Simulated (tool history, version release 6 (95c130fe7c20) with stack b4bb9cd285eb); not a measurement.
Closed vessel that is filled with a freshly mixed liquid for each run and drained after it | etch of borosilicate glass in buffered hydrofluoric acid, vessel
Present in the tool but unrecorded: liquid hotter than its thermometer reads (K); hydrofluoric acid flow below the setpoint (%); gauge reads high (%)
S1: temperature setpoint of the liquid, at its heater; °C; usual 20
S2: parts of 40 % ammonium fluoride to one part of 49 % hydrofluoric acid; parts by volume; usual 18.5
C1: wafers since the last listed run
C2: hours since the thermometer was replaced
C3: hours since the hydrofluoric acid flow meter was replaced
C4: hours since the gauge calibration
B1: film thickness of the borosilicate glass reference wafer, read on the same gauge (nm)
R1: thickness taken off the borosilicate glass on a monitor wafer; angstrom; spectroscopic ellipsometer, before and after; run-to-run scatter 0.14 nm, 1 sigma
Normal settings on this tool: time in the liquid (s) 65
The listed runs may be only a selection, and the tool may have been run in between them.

run 1 hour=0 | S1=20 S2=23 time_in_the_liquid_(s)=65 | C1=0 C2=258.9 C3=297.7 C4=101.7 | B1=150.02 | R1=297.4
run 2 hour=45.1 | S1=20 S2=23 time_in_the_liquid_(s)=65 | C1=4307 C2=304 C3=342.8 C4=146.8 | B1=150 | R1=298.3
run 3 hour=98.9 | S1=20 S2=18.5 time_in_the_liquid_(s)=65 | C1=5138 C2=357.8 C3=396.6 C4=200.6 | B1=150 | R1=352.7
run 4 hour=167.4 | S1=20 S2=18.5 time_in_the_liquid_(s)=65 | C1=6542 C2=426.3 C3=465.1 C4=269.1 | B1=149.99 | R1=349.9
run 5 hour=196.9 | S1=20 S2=14.5 time_in_the_liquid_(s)=65 | C1=2817 C2=455.8 C3=494.6 C4=298.6 | B1=149.97 | R1=450.9
-- hour=229.5 thermometer replaced
run 6 hour=232.9 | S1=20 S2=18.5 time_in_the_liquid_(s)=65 | C1=3342 C2=3.4 C3=530.6 C4=334.6 | B1=149.98 | R1=354.7
run 7 hour=298.8 | S1=20 S2=24 time_in_the_liquid_(s)=65 | C1=6294 C2=69.3 C3=596.5 C4=400.5 | B1=150 | R1=290.4
run 8 hour=368.7 | S1=20 S2=16 time_in_the_liquid_(s)=65 | C1=6676 C2=139.2 C3=666.4 C4=470.4 | B1=150.02 | R1=409.6
run 9 hour=438.1 | S1=20 S2=16 time_in_the_liquid_(s)=65 | C1=6628 C2=208.6 C3=735.8 C4=539.8 | B1=149.99 | R1=408
run 10 hour=482.3 | S1=20 S2=18.5 time_in_the_liquid_(s)=65 | C1=4221 C2=252.8 C3=780 C4=584 | B1=150.01 | R1=353.5
run 11 hour=554.1 | S1=23.5 S2=18.5 time_in_the_liquid_(s)=80 | C1=6857 C2=324.6 C3=851.8 C4=655.8 | B1=150.01 | R1=523.8
-- hour=590.8 hydrofluoric acid flow meter replaced
-- hour=595 gauge calibrated
run 12 hour=603 | S1=23.5 S2=18.5 time_in_the_liquid_(s)=80 | C1=4574 C2=373.5 C3=12.2 C4=8 | B1=150.04 | R1=526.1
run 13 hour=718.3 | S1=23 S2=25.5 time_in_the_liquid_(s)=30 | C1=11012 C2=488.8 C3=127.5 C4=123.3 | B1=150.01 | R1=149.4
-- hour=723.1 thermometer replaced
run 14 hour=745.1 | S1=20 S2=23 time_in_the_liquid_(s)=65 | C1=2464 C2=22 C3=154.3 C4=150.1 | B1=149.97 | R1=296.1
run 15 hour=806.4 | S1=17 S2=18.5 time_in_the_liquid_(s)=90 | C1=5854 C2=83.3 C3=215.6 C4=211.4 | B1=149.98 | R1=414.5
run 16 hour=871.9 | S1=18 S2=23.5 time_in_the_liquid_(s)=65 | C1=6255 C2=148.8 C3=281.1 C4=276.9 | B1=149.99 | R1=263.9
run 17 hour=900.6 | S1=20 S2=18.5 time_in_the_liquid_(s)=85 | C1=2741 C2=177.5 C3=309.8 C4=305.6 | B1=149.98 | R1=466.2
run 18 hour=932.5 | S1=20 S2=16 time_in_the_liquid_(s)=65 | C1=3046 C2=209.4 C3=341.7 C4=337.5 | B1=150.04 | R1=406.8
run 19 hour=958 | S1=20 S2=18.5 time_in_the_liquid_(s)=90 | C1=2435 C2=234.9 C3=367.2 C4=363 | B1=149.97 | R1=488.8
run 20 hour=1028.4 | S1=24.5 S2=18.5 time_in_the_liquid_(s)=35 | C1=6724 C2=305.3 C3=437.6 C4=433.4 | B1=150.02 | R1=244.1
run 21 hour=1077.6 | S1=18 S2=18.5 time_in_the_liquid_(s)=65 | C1=4699 C2=354.5 C3=486.8 C4=482.6 | B1=150.05 | R1=318.5
run 22 hour=1103.3 | S1=17 S2=21 time_in_the_liquid_(s)=105 | C1=2454 C2=380.2 C3=512.5 C4=508.3 | B1=150 | R1=429.6
run 23 hour=1170.6 | S1=20 S2=18.5 time_in_the_liquid_(s)=40 | C1=6427 C2=447.5 C3=579.8 C4=575.6 | B1=150.02 | R1=215.6
run 24 hour=1205.2 | S1=17 S2=18.5 time_in_the_liquid_(s)=40 | C1=3304 C2=482.1 C3=614.4 C4=610.2 | B1=149.98 | R1=182.9

Consider 5 possible next runs. They are alternatives, not a sequence: every one starts from the tool as it was left by run 24. What does each give?
run A hour=1205.9 | S1=20 S2=18.5 time_in_the_liquid_(s)=55 | C1=66 C2=482.8 C3=615.1 C4=610.9 | B1=? | R1=?
run B hour=1205.9 | S1=23.5 S2=18.5 time_in_the_liquid_(s)=65 | C1=66 C2=482.8 C3=615.1 C4=610.9 | B1=? | R1=?
run C hour=1205.9 | S1=20 S2=21.5 time_in_the_liquid_(s)=50 | C1=66 C2=482.8 C3=615.1 C4=610.9 | B1=? | R1=?
run D hour=1205.9 | S1=20 S2=18.5 time_in_the_liquid_(s)=35 | C1=66 C2=482.8 C3=615.1 C4=610.9 | B1=? | R1=?
run E hour=1205.9 | S1=20 S2=21.5 time_in_the_liquid_(s)=90 | C1=66 C2=482.8 C3=615.1 C4=610.9 | B1=? | R1=?

run=A B1=150 R1=298.5
run=B B1=150 R1=426.9
run=C B1=150 R1=238.8
run=D B1=150 R1=189.9
run=E B1=150 R1=429.8
Had the tool no hidden state, the same runs would have come out as:
run=A R1=298.5
run=B R1=426.9
run=C R1=238.8
run=D R1=189.9
run=E R1=429.8
